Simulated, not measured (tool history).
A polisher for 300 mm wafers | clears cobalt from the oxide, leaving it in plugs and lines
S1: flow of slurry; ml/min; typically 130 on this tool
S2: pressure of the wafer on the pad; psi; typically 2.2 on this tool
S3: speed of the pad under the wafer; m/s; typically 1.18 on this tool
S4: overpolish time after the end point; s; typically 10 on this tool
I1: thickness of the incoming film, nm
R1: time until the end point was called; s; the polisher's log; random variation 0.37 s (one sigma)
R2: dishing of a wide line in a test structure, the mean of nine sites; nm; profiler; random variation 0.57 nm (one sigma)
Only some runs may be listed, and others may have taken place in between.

run	day	S1	S2	S3	S4	I1	R1	R2
1	0.000	155	2.2	1.44	10	271.3	30.3	30.3
# day 0.275: worn pad replaced by a new one
2	0.721	155	2.2	1.44	10	269.9	30.1	30.7
3	1.779	155	2.2	1.44	10	271.5	30.2	31.1
4	2.912	130	2.2	1.18	6	270.4	36.1	24.5
# day 3.975: worn pad replaced by a new one
5	4.071	130	2.2	1.18	6	271.1	36.1	24.0
6	4.667	130	2.2	1.18	7	267.6	35.2	27.2
7	5.838	130	2.2	1.18	7	273.4	36.5	26.1
8	6.471	145	2.2	1.18	14	271.9	35.9	31.1
9	7.025	95	2.8	1.18	10	266.2	29.0	31.5
10	7.996	130	1.6	0.92	10	274.4	61.1	24.6
# day 8.296: worn pad replaced by a new one
11	8.604	130	2.2	1.18	10	274.2	36.3	28.9
12	9.183	130	2.0	1.18	13	272.2	40.3	30.7
13	10.604	140	2.2	1.18	4	267.6	35.4	19.7
# day 12.429: head pressure recalibrated
# day 12.688: slurry nozzle cleaned
# day 12.808: worn pad replaced by a new one
14	14.258	90	2.6	1.18	10	270.2	32.7	30.7
15	15.079	150	2.2	1.60	14	274.4	28.1	32.2
16	16.196	130	2.2	1.18	10	267.3	35.3	29.2

Each row is a separate what-if for the run after 16, all from the same tool condition, not one after another. Results?
A	16.212	130	2.5	1.18	10	266.2	?	?
B	16.212	130	1.5	1.32	15	266.2	?	?
C	16.212	130	2.7	1.18	7	266.2	?	?
D	16.212	100	2.2	0.90	10	266.2	?	?
E	16.212	110	2.7	0.96	15	266.2	?	?

run	R1	R2
A	31.6	29.9
B	48.1	29.9
C	29.3	27.6
D	45.8	26.8
E	35.1	31.5
With no hidden state in the tool, these same runs would have given:
run	R1	R2
A	31.6	29.9
B	48.1	29.9
C	29.3	27.6
D	45.8	26.8
E	35.1	31.5
